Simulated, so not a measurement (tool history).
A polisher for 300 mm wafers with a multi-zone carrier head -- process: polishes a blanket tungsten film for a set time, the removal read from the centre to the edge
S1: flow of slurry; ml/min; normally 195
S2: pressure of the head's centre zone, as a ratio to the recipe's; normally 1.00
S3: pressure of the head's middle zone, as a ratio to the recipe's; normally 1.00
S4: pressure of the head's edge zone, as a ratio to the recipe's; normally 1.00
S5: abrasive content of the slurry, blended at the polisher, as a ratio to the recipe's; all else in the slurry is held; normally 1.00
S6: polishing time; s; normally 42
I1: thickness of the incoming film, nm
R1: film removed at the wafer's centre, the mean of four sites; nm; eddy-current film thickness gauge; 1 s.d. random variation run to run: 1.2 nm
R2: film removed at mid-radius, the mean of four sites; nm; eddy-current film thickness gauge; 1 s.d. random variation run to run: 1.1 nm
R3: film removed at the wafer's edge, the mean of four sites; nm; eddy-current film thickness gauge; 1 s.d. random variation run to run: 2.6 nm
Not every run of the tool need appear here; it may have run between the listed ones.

| run | hour | S1 | S2 | S3 | S4 | S5 | S6 | I1 | R1 | R2 | R3 |
|---|---|---|---|---|---|---|---|---|---|---|---|
| 1 | 0.0 | 195 | 1.00 | 1.00 | 1.00 | 1.00 | 42 | 1429.6 | 179.3 | 178.9 | 178.0 |
| 2 | 63.7 | 195 | 1.00 | 1.00 | 1.00 | 1.00 | 42 | 1438.6 | 183.0 | 178.6 | 182.2 |
| 3 | 129.8 | 210 | 1.00 | 1.00 | 1.00 | 1.00 | 42 | 1430.7 | 183.3 | 180.1 | 183.3 |
|  | 139.2 | slurry nozzle cleaned |
|  | 147.9 | worn pad replaced by a new one |
| 4 | 164.0 | 210 | 1.00 | 1.00 | 1.00 | 1.00 | 42 | 1422.1 | 183.1 | 181.4 | 180.5 |
| 5 | 218.6 | 210 | 1.00 | 1.00 | 1.00 | 1.00 | 42 | 1436.5 | 184.3 | 181.0 | 182.3 |
| 6 | 286.1 | 195 | 1.00 | 1.00 | 1.00 | 1.15 | 42 | 1426.1 | 185.9 | 185.7 | 183.3 |
|  | 312.3 | worn pad replaced by a new one |
| 7 | 327.5 | 195 | 0.92 | 1.00 | 1.04 | 1.00 | 42 | 1444.2 | 165.9 | 179.4 | 185.0 |
| 8 | 389.7 | 195 | 0.97 | 1.00 | 1.00 | 1.00 | 42 | 1435.5 | 175.1 | 178.4 | 179.9 |
|  | 426.1 | slurry nozzle cleaned |
| 9 | 445.4 | 195 | 1.00 | 1.00 | 1.00 | 1.00 | 42 | 1439.8 | 179.1 | 177.6 | 176.2 |
| 10 | 480.8 | 195 | 1.00 | 1.00 | 1.00 | 1.00 | 42 | 1454.7 | 181.7 | 177.0 | 178.4 |
|  | 510.3 | worn pad replaced by a new one |
| 11 | 550.9 | 195 | 1.10 | 1.00 | 1.00 | 1.20 | 42 | 1441.3 | 207.7 | 184.5 | 189.3 |
|  | 556.5 | edge zone pressure recalibrated |
| 12 | 583.7 | 195 | 1.00 | 1.00 | 1.00 | 1.00 | 52 | 1424.7 | 225.2 | 223.8 | 220.9 |
|  | 608.1 | centre zone pressure recalibrated |
| 13 | 651.2 | 260 | 1.00 | 1.00 | 1.00 | 0.85 | 42 | 1457.0 | 181.7 | 181.8 | 182.0 |
| 14 | 686.6 | 195 | 1.00 | 1.00 | 1.08 | 1.25 | 51 | 1424.4 | 231.0 | 228.2 | 234.9 |
|  | 698.6 | slurry nozzle cleaned |
| 15 | 715.9 | 250 | 1.00 | 1.06 | 1.00 | 0.90 | 42 | 1435.4 | 185.1 | 187.9 | 174.7 |
|  | 722.1 | worn pad replaced by a new one |
|  | 734.4 | carrier head's membrane replaced by a new one |
| 16 | 785.8 | 245 | 1.00 | 1.00 | 1.11 | 1.00 | 42 | 1440.5 | 188.4 | 183.5 | 193.3 |
| 17 | 813.3 | 195 | 1.00 | 1.00 | 1.00 | 1.00 | 42 | 1471.3 | 182.6 | 180.8 | 182.7 |
| 18 | 862.8 | 245 | 1.00 | 1.00 | 1.00 | 1.00 | 42 | 1434.3 | 187.6 | 185.3 | 183.4 |
|  | 902.7 | worn pad replaced by a new one |
| 19 | 914.9 | 195 | 1.00 | 1.00 | 1.00 | 1.00 | 42 | 1435.0 | 180.6 | 179.9 | 184.5 |
| 20 | 948.1 | 195 | 1.00 | 1.00 | 1.00 | 1.00 | 42 | 1440.2 | 180.9 | 176.8 | 177.4 |

Predict each of these 4 candidate next runs independently; none follows another, all start after run 20:
| A | 948.5 | 195 | 1.00 | 1.00 | 1.00 | 1.00 | 42 | 1447.7 | ? | ? | ? |
| B | 948.5 | 195 | 1.03 | 1.00 | 1.09 | 1.00 | 42 | 1447.7 | ? | ? | ? |
| C | 948.5 | 250 | 1.05 | 1.08 | 1.10 | 1.00 | 42 | 1447.7 | ? | ? | ? |
| D | 948.5 | 195 | 1.00 | 1.00 | 0.95 | 1.20 | 42 | 1447.7 | ? | ? | ? |

| run | R1 | R2 | R3 |
|---|---|---|---|
| A | 182.6 | 176.9 | 181.8 |
| B | 188.1 | 176.8 | 189.7 |
| C | 199.6 | 195.5 | 195.6 |
| D | 189.7 | 183.7 | 184.3 |
Without the tool's unlogged condition, the same runs would have read:
| run | R1 | R2 | R3 |
|---|---|---|---|
| A | 182.6 | 176.9 | 181.8 |
| B | 188.1 | 176.8 | 189.7 |
| C | 199.6 | 195.5 | 195.6 |
| D | 189.7 | 183.7 | 184.3 |
